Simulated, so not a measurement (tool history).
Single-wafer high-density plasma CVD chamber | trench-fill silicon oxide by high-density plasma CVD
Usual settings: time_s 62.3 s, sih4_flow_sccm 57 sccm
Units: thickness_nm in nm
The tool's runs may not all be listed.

run    hour  time_s  sih4_flow_sccm  read-back reference wafer on the same gauge, thickness_nm  thickness_nm
  1     0.0    62.3              57                                                    298.432       364.895
  2    39.8    62.3              57                                                    299.443       363.537
  3    89.8    62.3              57                                                    299.144       365.546
  4   129.7    62.3              57                                                    298.983       368.048
  5   198.3    62.3              57                                                    298.725       367.111
  6   257.0    62.3              50                                                    298.748       330.570
  7   315.0    62.3              50                                                    299.010       329.285
  8   358.4    62.3              50                                                    299.069       337.777
  9   426.3    62.3              63                                                    298.727       391.785
 10   473.9    62.3              57                                                    299.039       364.805
 11   517.2    62.3              57                                                    299.142       366.701
 12   584.2    62.3              57                                                    298.262       366.439
 13   650.4    62.3              57                                                    299.052       362.792
 14   716.5    62.3              57                                                    299.162       365.114
 15   766.5    62.3              57                                                    298.628       371.408
 16   819.9    62.3              57                                                    299.072       368.263
 17   877.1    62.3              57                                                    298.841       367.870
 18   921.4    62.3              57                                                    299.277       368.248
 19   946.6    62.3              57                                                    299.049       366.705
      949.6  -- gauge calibrated
 20   990.7    53.0              64                                                    298.667       339.228
 21  1046.8    62.3              57                                                    299.506       369.042
 22  1098.3    62.3              57                                                    299.170       364.840
 23  1169.8    62.3              57                                                    298.774       368.854
 24  1204.5    71.7              67                                                    299.819       472.751
 25  1265.6    49.9              53                                                    299.410       276.527
 26  1364.6    56.4              61                                                    298.959       350.312
 27  1423.3    62.3              57                                                    298.657       364.423
 28  1485.5    62.3              62                                                    298.651       385.494
 29  1540.5    62.3              57                                                    299.385       365.669
 30  1592.8    52.5              61                                                    298.558       322.481
 31  1644.9    74.2              50                                                    298.551       397.175
 32  1683.2    62.3              57                                                    299.007       367.982
 33  1712.8    62.3              64                                                    298.920       396.597
 34  1762.3    69.8              60                                                    299.184       424.350
 35  1826.2    71.7              67                                                    298.899       477.033
     1845.1  -- silane flow controller replaced
 36  1876.8    67.4              47                                                    298.914       346.701
 37  1941.9    62.3              50                                                    298.967       333.866
 38  1989.5    55.5              52                                                    299.121       306.082
 39  2035.1    62.3              57                                                    298.862       365.355
 40  2076.5    70.9              66                                                    299.200       464.232
 41  2147.7    62.3              57                                                    299.462       364.495
 42  2185.2    73.8              46                                                    299.189       373.251
 43  2237.9    51.6              51                                                    298.760       283.002
 44  2291.9    66.7              66                                                    298.823       434.548
 45  2452.0    74.0              64                                                    298.704       471.507
 46  2497.1    71.4              66                                                    299.066       465.159

Forecast each of these 3 alternatives for the next run:
  A  2497.5    62.3              57                                                          ?             ?
  B  2497.5    52.0              65                                                          ?             ?
  C  2497.5    51.2              57                                                          ?             ?

run  read-back reference wafer on the same gauge, thickness_nm  thickness_nm
  A                                                    299.067       365.942
  B                                                    299.067       335.832
  C                                                    299.067       300.742
Without the tool's hidden state the same runs would have given:
run  thickness_nm
  A       365.942
  B       335.832
  C       300.742

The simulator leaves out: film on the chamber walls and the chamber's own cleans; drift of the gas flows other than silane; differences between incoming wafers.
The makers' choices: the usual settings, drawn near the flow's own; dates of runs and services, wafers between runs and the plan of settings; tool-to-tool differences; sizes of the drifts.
